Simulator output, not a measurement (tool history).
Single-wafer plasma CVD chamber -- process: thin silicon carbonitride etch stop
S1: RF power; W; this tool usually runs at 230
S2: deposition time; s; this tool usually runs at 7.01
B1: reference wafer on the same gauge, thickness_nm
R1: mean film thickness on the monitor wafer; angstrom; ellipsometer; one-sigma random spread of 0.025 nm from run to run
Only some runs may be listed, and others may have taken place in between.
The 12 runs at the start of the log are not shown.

run	hour	S1	S2	B1	R1
13	841.5	210	7.01	5.203	43.3
14	926.5	210	7.01	5.227	44.12
15	1027.8	230	7.01	5.267	44.91
16	1125.2	230	7.01	5.275	45.02
17	1207.3	230	7.01	5.303	45.01
18	1266.1	210	7.95	5.306	50.45
19	1364.6	230	7.01	5.312	45.13
20	1413	230	7.01	5.33	45.49
21	1498.4	185	7.94	5.341	50.17
# hour 1569: thermocouple changed; heater temperature recalibrated
22	1603	215	5.98	5.361	38.23
23	1699.5	275	7.01	5.379	47.09
24	1800.8	250	7.99	5.386	52.94
25	1865.9	190	6.44	5.398	40.84
26	1932.3	270	6.05	5.399	40.58
27	2135.1	270	6.43	5.421	43.45
28	2190.3	265	8.39	5.423	56.67

Run 29 is up next; what results do you expect?
29	2282.9	215	5.91	?	?

B1: 5.43
R1: 38.46 angstrom
The same run, on a tool lacking any hidden state, would have yielded R1 36.77 angstrom.
